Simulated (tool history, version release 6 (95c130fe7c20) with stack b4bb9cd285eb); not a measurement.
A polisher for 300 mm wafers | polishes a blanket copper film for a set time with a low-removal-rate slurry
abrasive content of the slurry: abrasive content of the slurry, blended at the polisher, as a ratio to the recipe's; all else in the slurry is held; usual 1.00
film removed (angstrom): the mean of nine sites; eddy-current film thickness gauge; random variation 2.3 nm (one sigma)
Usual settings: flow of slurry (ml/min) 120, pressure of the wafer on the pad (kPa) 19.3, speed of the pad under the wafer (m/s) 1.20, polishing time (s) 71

run   hour  flow of slurry (ml/min)  pressure of the wafer on the pad (kPa)  speed of the pad under the wafer (m/s)  abrasive content of the slurry  polishing time (s)  wafers since the last listed run  wafers polished on this pad  hours since the slurry nozzle was cleaned  hours since the head pressure was calibrated  hours since the slurry blender was calibrated  incoming thickness of the incoming film, nm  film removed (angstrom)
  1    0.0                      120                                    19.3                                    1.20                            1.00                  71                                 0                          774                                      497.7                                         578.7                                           89.3                                       1214.5                     3012
      14.2  -- worn pad replaced by a new one
  2   28.5                      120                                    19.3                                    1.20                            1.00                  71                               191                          111                                      526.2                                         607.2                                          117.8                                       1220.0                     2918
      44.0  -- slurry blender recalibrated
  3   56.6                      120                                    19.3                                    1.20                            1.00                  71                               203                          315                                      554.3                                         635.3                                           12.6                                       1206.6                     3050
  4   82.5                      120                                    19.3                                    1.20                            1.00                  71                               202                          517                                      580.2                                         661.2                                           38.5                                       1228.0                     3082
     141.5  -- worn pad replaced by a new one
  5  175.0                      120                                    19.3                                    1.20                            1.00                  71                               691                          261                                      672.7                                         753.7                                          131.0                                       1227.9                     2940
     191.8  -- slurry blender recalibrated
  6  192.3                      120                                    19.3                                    1.20                            1.00                  71                               119                          381                                      690.0                                         771.0                                            0.5                                       1219.3                     3073
     193.5  -- slurry nozzle cleaned
     217.2  -- head pressure recalibrated
  7  217.6                       95                                    19.3                                    1.20                            1.00                  71                               174                          555                                       24.1                                           0.4                                           25.8                                       1215.3                     2727
  8  246.5                       95                                    19.3                                    1.20                            1.00                  71                               225                          781                                       53.0                                          29.3                                           54.7                                       1238.3                     2731
     263.2  -- worn pad replaced by a new one
  9  268.7                      120                                    19.3                                    1.20                            1.00                  71                               142                           43                                       75.2                                          51.5                                           76.9                                       1243.3                     2802
 10  298.2                      120                                    19.3                                    1.20                            1.00                  71                               230                          273                                      104.7                                          81.0                                          106.4                                       1235.6                     2799
 11  312.1                      120                                    19.3                                    1.20                            1.00                  71                               108                          382                                      118.6                                          94.9                                          120.3                                       1210.0                     2774
     325.7  -- slurry blender recalibrated
 12  330.4                      135                                    13.8                                    1.20                            1.00                  71                               127                          509                                      136.9                                         113.2                                            4.7                                       1221.6                     2086
     367.2  -- worn pad replaced by a new one
 13  367.7                      120                                    19.3                                    1.20                            0.90                  71                               260                            4                                      174.2                                         150.5                                           42.0                                       1221.7                     2817
 14  388.1                      120                                    19.3                                    0.86                            1.00                  71                               159                          163                                      194.6                                         170.9                                           62.4                                       1223.6                     2367
 15  419.1                      120                                    19.3                                    1.20                            1.00                  71                               242                          405                                      225.6                                         201.9                                           93.4                                       1224.2                     2870
 16  438.2                      120                                    19.3                                    1.52                            1.10                  71                               149                          554                                      244.7                                         221.0                                          112.5                                       1223.7                     3464
 17  452.9                      120                                    19.3                                    1.20                            1.00                  71                               114                          669                                      259.4                                         235.7                                          127.2                                       1210.9                     2826
     480.2  -- worn pad replaced by a new one
 18  482.8                      120                                    19.3                                    1.20                            1.00                  60                               202                           20                                      289.3                                         265.6                                          157.1                                       1212.4                     2376
     496.8  -- slurry blender recalibrated
 19  507.3                       85                                    19.3                                    1.20                            1.00                  71                               175                          196                                      313.8                                         290.1                                           10.5                                       1223.7                     2895
 20  531.6                      140                                    19.3                                    1.20                            1.15                  71                               189                          385                                      338.1                                         314.4                                           34.8                                       1229.6                     3123
 21  552.7                      120                                    19.3                                    1.20                            1.00                  71                               164                          550                                      359.2                                         335.5                                           55.9                                       1206.5                     2987
 22  573.3                      155                                    21.4                                    1.20                            1.00                  60                               160                          711                                      379.8                                         356.1                                           76.5                                       1232.4                     2849

3 ways to go on from here, each from the tool as it stands after run 22. What would each give?
  A  573.7                      120                                    19.3                                    1.20                            1.00                  71                                 3                          714                                      380.2                                         356.5                                           76.9                                       1224.7                        ?
  B  573.7                      120                                    19.3                                    1.20                            0.70                  71                                 3                          714                                      380.2                                         356.5                                           76.9                                       1224.7                        ?
  C  573.7                       85                                    24.8                                    1.34                            1.00                  89                                 3                          714                                      380.2                                         356.5                                           76.9                                       1224.7                        ?

run  film removed (angstrom)
  A                     2988
  B                     2737
  C                     4948
Without the tool's hidden state the same runs would have given:
run  film removed (angstrom)
  A                     2784
  B                     2548
  C                     4611
